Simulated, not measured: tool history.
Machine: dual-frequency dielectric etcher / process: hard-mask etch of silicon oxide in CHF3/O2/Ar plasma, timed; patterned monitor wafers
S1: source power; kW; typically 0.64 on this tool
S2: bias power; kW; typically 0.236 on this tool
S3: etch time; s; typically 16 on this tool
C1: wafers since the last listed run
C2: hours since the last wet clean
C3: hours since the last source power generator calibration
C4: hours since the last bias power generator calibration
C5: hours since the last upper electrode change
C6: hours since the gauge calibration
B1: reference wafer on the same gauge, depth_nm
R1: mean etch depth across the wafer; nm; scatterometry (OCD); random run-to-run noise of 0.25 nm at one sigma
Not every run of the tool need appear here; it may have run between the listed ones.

run	day	S1	S2	S3	C1	C2	C3	C4	C5	C6	B1	R1
1	0	0.64	0.236	16	0	527.6	4049.3	1670.9	2358.2	374.4	31.34	37.38
2	3.825	0.64	0.236	16	1602	619.4	4141.1	1762.7	2450	466.2	31.47	37.86
# day 5.5: wet clean of the chamber
3	6.296	0.64	0.236	16	616	19.1	4200.4	1822	2509.3	525.5	31.26	35.92
4	9.212	0.64	0.236	16	1222	89.1	4270.4	1892	2579.3	595.5	31.28	36.4
# day 19.096: gauge calibrated
5	19.583	0.64	0.236	14.5	4345	338	4519.3	2140.9	2828.2	11.7	31.44	33.02
# day 20.15: bias power generator calibrated
6	21.233	0.64	0.236	14.5	621	377.6	4558.9	26	2867.8	51.3	31.37	32.9
7	25.246	0.64	0.236	14.5	1681	473.9	4655.2	122.3	2964.1	147.6	31.42	32.82
# day 26.679: upper electrode replaced
# day 28.492: wet clean of the chamber
8	28.85	0.64	0.217	16	672	8.6	4741.7	208.8	52.1	234.1	31.43	35.63
# day 30.046: source power generator calibrated
9	31.321	0.64	0.283	16	965	67.9	30.6	268.1	111.4	293.4	31.33	37.6
10	33.296	0.74	0.236	12	827	115.3	78	315.5	158.8	340.8	31.49	28.8
11	35.125	0.64	0.236	16	766	159.2	121.9	359.4	202.7	384.7	31.36	36.15
12	38.354	0.52	0.213	14	1353	236.7	199.4	436.9	280.2	462.2	31.46	28.58
13	41.392	0.64	0.268	16	1272	309.6	272.3	509.8	353.1	535.1	31.38	37.15
14	43.304	0.64	0.205	12	801	355.5	318.2	555.7	399	581	31.5	27.06

Forecast each of these 3 alternatives for the next run:
A	43.321	0.64	0.236	16	6	355.9	318.6	556.1	399.4	581.4	?	?
B	43.321	0.54	0.236	14.5	6	355.9	318.6	556.1	399.4	581.4	?	?
C	43.321	0.64	0.236	13.5	6	355.9	318.6	556.1	399.4	581.4	?	?

run	B1	R1
A	31.33	36.75
B	31.33	30.82
C	31.33	31.01
Without the tool's unlogged condition, the same runs would have read:
run	R1
A	36.03
B	30.21
C	30.4
